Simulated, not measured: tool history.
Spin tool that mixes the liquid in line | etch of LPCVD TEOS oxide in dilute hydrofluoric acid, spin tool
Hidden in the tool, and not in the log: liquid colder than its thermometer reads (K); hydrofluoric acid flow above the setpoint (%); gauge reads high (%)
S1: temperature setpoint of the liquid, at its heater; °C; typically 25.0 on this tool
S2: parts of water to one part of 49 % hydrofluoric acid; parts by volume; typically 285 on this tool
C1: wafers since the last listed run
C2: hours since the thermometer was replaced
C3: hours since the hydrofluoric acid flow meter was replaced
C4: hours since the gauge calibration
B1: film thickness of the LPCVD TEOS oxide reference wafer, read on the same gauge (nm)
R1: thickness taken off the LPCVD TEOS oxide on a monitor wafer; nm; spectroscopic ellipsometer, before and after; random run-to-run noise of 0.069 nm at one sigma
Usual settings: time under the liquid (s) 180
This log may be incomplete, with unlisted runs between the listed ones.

Run 1, hour 0.0: usual settings but S1 28.0 °C; C1 0; C2 1427.9; C3 928.6; C4 133.2; B1 70.02. Result: R1 10.12 nm.
Run 2, hour 8.5: usual settings but time under the liquid (s) 215; C1 63; C2 1436.4; C3 937.1; C4 141.7; B1 70.01. Result: R1 11.05 nm.
Run 3, hour 15.4: usual settings; C1 51; C2 1443.3; C3 944.0; C4 148.6; B1 70.03. Result: R1 9.32 nm.
Run 4, hour 33.1: usual settings but time under the liquid (s) 240; C1 132; C2 1461.0; C3 961.7; C4 166.3; B1 69.99. Result: R1 12.22 nm.
Run 5, hour 40.2: usual settings; C1 53; C2 1468.1; C3 968.8; C4 173.4; B1 70.00. Result: R1 9.34 nm.
Run 6, hour 52.7: usual settings; C1 93; C2 1480.6; C3 981.3; C4 185.9; B1 69.98. Result: R1 9.32 nm.
Run 7, hour 59.2: usual settings; C1 48; C2 1487.1; C3 987.8; C4 192.4; B1 69.98. Result: R1 9.30 nm.
Run 8, hour 101.1: usual settings; C1 313; C2 1529.0; C3 1029.7; C4 234.3; B1 70.00. Result: R1 9.28 nm.
At hour 103.1: gauge calibrated.
At hour 108.9: thermometer replaced.
Run 9, hour 109.4: usual settings but S1 28.5 °C; C1 54; C2 0.5; C3 1038.0; C4 6.3; B1 70.01. Result: R1 10.43 nm.
At hour 139.0: hydrofluoric acid flow meter replaced.
Run 10, hour 143.7: usual settings; C1 249; C2 34.8; C3 4.7; C4 40.6; B1 70.01. Result: R1 9.24 nm.
Run 11, hour 150.7: usual settings but S2 170 parts by volume; C1 52; C2 41.8; C3 11.7; C4 47.6; B1 69.97. Result: R1 17.62 nm.
Run 12, hour 166.7: usual settings but S1 23.0 °C, time under the liquid (s) 245; C1 119; C2 57.8; C3 27.7; C4 63.6; B1 70.01. Result: R1 11.88 nm.
Run 13, hour 174.3: usual settings but S1 22.5 °C, time under the liquid (s) 245; C1 56; C2 65.4; C3 35.3; C4 71.2; B1 70.04. Result: R1 11.49 nm.
Run 14, hour 187.7: usual settings but S1 27.5 °C, time under the liquid (s) 100; C1 100; C2 78.8; C3 48.7; C4 84.6; B1 70.02. Result: R1 5.59 nm.
Run 15, hour 201.0: usual settings; C1 99; C2 92.1; C3 62.0; C4 97.9; B1 69.98. Result: R1 9.35 nm.
Run 16, hour 210.5: usual settings; C1 71; C2 101.6; C3 71.5; C4 107.4; B1 70.00. Result: R1 9.25 nm.
Run 17, hour 225.9: usual settings but S1 21.0 °C, S2 415 parts by volume, time under the liquid (s) 85; C1 115; C2 117.0; C3 86.9; C4 122.8; B1 69.97. Result: R1 2.33 nm.

Hidden condition of the tool, last listed run before each entry between runs versus first listed run after:
After run 8, before run 9: gauge calibrated (hour 103.1); thermometer replaced (hour 108.9)
  both runs share identical hidden conditions
After run 9, before run 10: hydrofluoric acid flow meter replaced (hour 139.0)
  both runs share identical hidden conditions

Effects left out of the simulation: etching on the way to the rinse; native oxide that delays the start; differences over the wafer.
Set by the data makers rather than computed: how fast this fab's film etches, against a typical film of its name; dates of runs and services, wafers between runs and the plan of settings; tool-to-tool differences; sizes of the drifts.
